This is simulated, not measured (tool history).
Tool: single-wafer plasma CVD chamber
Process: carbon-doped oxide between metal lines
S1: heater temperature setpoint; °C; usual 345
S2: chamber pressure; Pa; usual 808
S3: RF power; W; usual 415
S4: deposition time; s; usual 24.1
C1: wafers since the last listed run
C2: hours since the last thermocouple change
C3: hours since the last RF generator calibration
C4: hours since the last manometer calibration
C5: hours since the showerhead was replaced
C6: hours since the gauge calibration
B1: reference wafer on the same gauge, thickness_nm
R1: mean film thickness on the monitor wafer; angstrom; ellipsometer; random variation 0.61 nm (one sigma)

run    hour   S1   S2   S3    S4    C1      C2      C3      C4      C5     C6       B1       R1
  1       0  345  808  415  24.1     0   705.8   655.7    2281  3081.6    134  118.856  1195.55
  2   109.9  338  808  415  24.1  2227   815.7   765.6  2390.9  3191.5  243.9   118.93  1233.02
  3   169.1  342  873  415  24.1  1199   874.9   824.8  2450.1  3250.7  303.1  119.212  1202.47
  4   210.7  345  808  415  24.1   843   916.5   866.4  2491.7  3292.3  344.7  118.893  1190.26
  5   253.6  345  808  415  24.1   869   959.4   909.3  2534.6  3335.2  387.6  119.089  1197.57
  6   309.7  345  808  415  24.1  1137  1015.5   965.4  2590.7  3391.3  443.7  119.078  1196.03
  7   336.4  345  808  390  24.1   541  1042.2   992.1  2617.4    3418  470.4  119.185  1154.97
      373.8  -- capacitance manometer re-zeroed and calibrated
  8   377.6  345  808  390  24.1   672  1083.4  1033.3     3.8  3459.2  511.6  118.961  1159.86
  9   433.5  345  808  390  24.1  1133  1139.3  1089.2    59.7  3515.1  567.5  118.755  1160.02
      477.5  -- showerhead replaced
 10   489.4  345  808  415  24.1   970  1195.2  1145.1   115.6    11.9  623.4  118.776   1199.3
        492  -- gauge calibrated
      531.1  -- RF generator calibrated
 11   557.5  345  808  415  24.1  1218  1263.3    26.4   183.7      80   65.5   118.68  1193.32
      572.1  -- thermocouple changed; heater temperature recalibrated
 12     618  334  808  415  24.1  1064    45.9    86.9   244.2   140.5    126  118.906  1244.19
 13   657.9  345  808  415  22.4   808    85.8   126.8   284.1   180.4  165.9  119.046  1113.21
 14   697.5  345  808  415  21.4   802   125.4   166.4   323.7     220  205.5  119.182  1062.41
 15   726.1  345  613  415  19.8   579     154     195   352.3   248.6  234.1  119.093   948.97
 16   751.5  355  649  340  24.1   514   179.4   220.4   377.7     274  259.5  118.961  1026.85
 17   781.7  339  900  415  24.1   612   209.6   250.6   407.9   304.2  289.7  118.899  1220.36
 18   845.4  345  941  415  21.8  1291   273.3   314.3   471.6   367.9  353.4  118.747  1101.68
 19    1004  345  928  465  24.1  3214   431.9   472.9   630.2   526.5    512  119.001  1286.17
 20  1035.5  345  808  415  24.1   638   463.4   504.4   661.7     558  543.5  119.148  1197.51
 21  1060.8  345  808  415  24.1   512   488.7   529.7     687   583.3  568.8  118.988  1200.22
     1113.2  -- gauge calibrated
 22  1116.3  345  988  475  24.1  1124   544.2   585.2   742.5   638.8    3.1  119.045  1310.04
 23  1169.3  359  888  445  19.6  1074   597.2   638.2   795.5   691.8   56.1  119.024   976.73

5 ways to go on from here, each from the tool as it stands after run 23. What would each give?
  A  1169.7  345  808  415  21.6   8  597.6  638.6  795.9  692.2  56.5   ?   ?
  B  1169.7  355  991  480  26.6   8  597.6  638.6  795.9  692.2  56.5   ?   ?
  C  1169.7  339  692  415  24.1   8  597.6  638.6  795.9  692.2  56.5   ?   ?
  D  1169.7  345  972  415  28.8   8  597.6  638.6  795.9  692.2  56.5   ?   ?
  E  1169.7  357  808  415  24.1   8  597.6  638.6  795.9  692.2  56.5   ?   ?

run       B1       R1
  A  119.073  1070.99
  B  119.073  1402.82
  C  119.073  1184.04
  D  119.073  1445.59
  E  119.073  1157.66
Without the tool's hidden state the same runs would have given:
run       R1
  A  1070.99
  B  1402.82
  C  1184.04
  D  1445.59
  E  1157.66

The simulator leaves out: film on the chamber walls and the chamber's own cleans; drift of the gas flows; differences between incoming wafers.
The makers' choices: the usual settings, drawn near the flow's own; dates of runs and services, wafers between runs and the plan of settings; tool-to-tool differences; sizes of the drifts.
